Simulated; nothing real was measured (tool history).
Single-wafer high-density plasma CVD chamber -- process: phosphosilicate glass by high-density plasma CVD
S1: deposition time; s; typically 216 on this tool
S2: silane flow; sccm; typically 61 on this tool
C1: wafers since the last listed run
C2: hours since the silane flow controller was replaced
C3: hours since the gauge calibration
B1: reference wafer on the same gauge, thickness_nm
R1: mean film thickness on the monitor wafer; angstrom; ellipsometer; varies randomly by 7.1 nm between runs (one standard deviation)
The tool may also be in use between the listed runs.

run 1 hour=0 | S1=216 S2=70 | C1=0 C2=1464.1 C3=765.3 | B1=1312.745 | R1=15332.15
run 2 hour=102.6 | S1=216 S2=70 | C1=691 C2=1566.7 C3=867.9 | B1=1308.325 | R1=15450.34
run 3 hour=205.4 | S1=216 S2=61 | C1=692 C2=1669.5 C3=970.7 | B1=1309.13 | R1=13436.92
run 4 hour=302.9 | S1=216 S2=61 | C1=656 C2=1767 C3=1068.2 | B1=1309.539 | R1=13623.1
run 5 hour=351.2 | S1=216 S2=61 | C1=325 C2=1815.3 C3=1116.5 | B1=1309.969 | R1=13627.18
-- hour=434.7 silane flow controller replaced
run 6 hour=435.2 | S1=216 S2=61 | C1=512 C2=0.5 C3=1200.5 | B1=1308.418 | R1=12033.08
run 7 hour=500.8 | S1=216 S2=61 | C1=442 C2=66.1 C3=1266.1 | B1=1311.114 | R1=12132.64
run 8 hour=569.1 | S1=216 S2=61 | C1=460 C2=134.4 C3=1334.4 | B1=1310.66 | R1=12061.14
run 9 hour=635.1 | S1=216 S2=61 | C1=444 C2=200.4 C3=1400.4 | B1=1309.94 | R1=12029.59
-- hour=649.2 gauge calibrated
run 10 hour=725 | S1=176 S2=73 | C1=605 C2=290.3 C3=75.8 | B1=1307.431 | R1=11720.58
-- hour=763.1 silane flow controller replaced, repeated, since the last time left the tool worse
run 11 hour=793.9 | S1=239 S2=61 | C1=410 C2=30.8 C3=144.7 | B1=1308.27 | R1=14466.44
run 12 hour=841.6 | S1=216 S2=61 | C1=321 C2=78.5 C3=192.4 | B1=1311.09 | R1=13052.54
run 13 hour=932.1 | S1=216 S2=61 | C1=609 C2=169 C3=282.9 | B1=1311.652 | R1=13039.25
run 14 hour=1015.7 | S1=177 S2=61 | C1=563 C2=252.6 C3=366.5 | B1=1309.971 | R1=10785.68
run 15 hour=1109.6 | S1=259 S2=67 | C1=632 C2=346.5 C3=460.4 | B1=1312.744 | R1=17320.74
run 16 hour=1158.1 | S1=216 S2=55 | C1=326 C2=395 C3=508.9 | B1=1311.455 | R1=11838.1
run 17 hour=1245.1 | S1=216 S2=61 | C1=586 C2=482 C3=595.9 | B1=1311.025 | R1=13084.07
run 18 hour=1330.8 | S1=239 S2=70 | C1=577 C2=567.7 C3=681.6 | B1=1309.41 | R1=16883.06
run 19 hour=1425.1 | S1=181 S2=70 | C1=635 C2=662 C3=775.9 | B1=1310.023 | R1=12678.85

Each row is a separate what-if for the run after 19, all from the same tool condition, not one after another. Results?
run A hour=1425.6 | S1=228 S2=61 | C1=3 C2=662.5 C3=776.4 | B1=? | R1=?
run B hour=1425.6 | S1=252 S2=72 | C1=3 C2=662.5 C3=776.4 | B1=? | R1=?
run C hour=1425.6 | S1=185 S2=61 | C1=3 C2=662.5 C3=776.4 | B1=? | R1=?
run D hour=1425.6 | S1=216 S2=57 | C1=3 C2=662.5 C3=776.4 | B1=? | R1=?
run E hour=1425.6 | S1=187 S2=64 | C1=3 C2=662.5 C3=776.4 | B1=? | R1=?

run=A B1=1309.685 R1=13909.67
run=B B1=1309.685 R1=18146.18
run=C B1=1309.685 R1=11286.36
run=D B1=1309.685 R1=12313.48
run=E B1=1309.685 R1=11969.44
Had the tool no hidden state, the same runs would have come out as:
run=A R1=13843.33
run=B R1=18059.63
run=C R1=11232.53
run=D R1=12254.75
run=E R1=11912.35
